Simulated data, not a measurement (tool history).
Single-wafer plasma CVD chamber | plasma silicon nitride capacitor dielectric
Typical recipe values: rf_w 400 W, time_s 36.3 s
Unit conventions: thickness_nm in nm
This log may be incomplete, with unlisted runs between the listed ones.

run,hour,rf_w,time_s,"read-back reference wafer on the same gauge, thickness_nm",thickness_nm
1,0.0,355,36.3,46.014,49.911
2,12.7,355,36.3,45.987,50.051
3,25.5,400,36.3,46.014,51.454
4,38.7,400,36.3,46.022,51.454
5,67.6,400,36.3,46.005,51.490
6,87.8,435,36.3,45.978,52.709
7,102.0,400,36.3,46.005,51.621
8,115.2,400,36.3,46.013,51.429
9,144.0,400,31.3,46.004,44.346
10,157.5,400,31.3,46.007,44.654
11,178.6,400,41.4,45.995,58.619
12,193.5,340,36.3,45.992,49.375
13,209.3,400,36.3,45.995,51.391
14,226.7,350,36.3,45.989,50.006
15,252.5,350,36.3,45.971,49.516
16,278.9,350,36.3,46.015,49.543
17,314.5,400,36.3,46.005,51.313
18,337.8,400,36.3,46.005,51.464
19,360.5,400,39.2,46.015,55.347
# hour 442.7: showerhead replaced
20,465.7,400,39.2,45.987,55.325
# hour 474.0: gauge calibrated
21,483.1,400,39.2,45.998,55.316
22,503.9,400,36.3,46.027,51.245
23,525.0,425,42.1,45.998,60.071
24,552.9,335,36.3,45.993,48.997
25,583.2,400,33.9,46.006,47.549
# hour 593.3: RF generator calibrated
26,595.9,475,31.6,45.990,47.630
27,612.5,400,36.3,46.002,52.402
28,625.4,355,42.5,45.998,59.419
29,646.1,400,36.3,45.999,52.530
30,667.9,460,30.6,46.020,45.682
31,697.5,400,36.3,46.005,52.686
32,710.3,420,39.5,45.998,57.572
33,737.0,400,39.2,45.970,56.255
34,757.9,360,42.0,45.990,59.073
35,790.0,435,34.4,45.980,50.682
36,811.0,355,41.8,45.992,58.648
37,831.8,400,36.3,45.993,52.325
38,844.2,420,39.5,45.993,57.615
39,929.7,475,38.5,45.988,57.956
40,944.5,400,36.3,46.012,52.458
41,978.9,360,42.0,46.017,59.011
42,994.6,400,36.3,46.022,52.468
43,1053.6,475,43.4,45.998,65.390
44,1086.9,400,36.3,46.030,52.320
45,1161.3,425,30.5,46.017,44.571

Consider 3 possible next runs. They are alternatives, not a sequence: every one starts from the tool as it was left by run 45. What does each give?
A,1161.7,400,30.6,?,?
B,1161.7,475,36.3,?,?
C,1161.7,400,40.8,?,?

run,"read-back reference wafer on the same gauge, thickness_nm",thickness_nm
A,46.003,43.901
B,46.003,54.440
C,46.003,58.534
Had the tool no hidden state, the same runs would have come out as:
run,thickness_nm
A,43.976
B,54.534
C,58.635
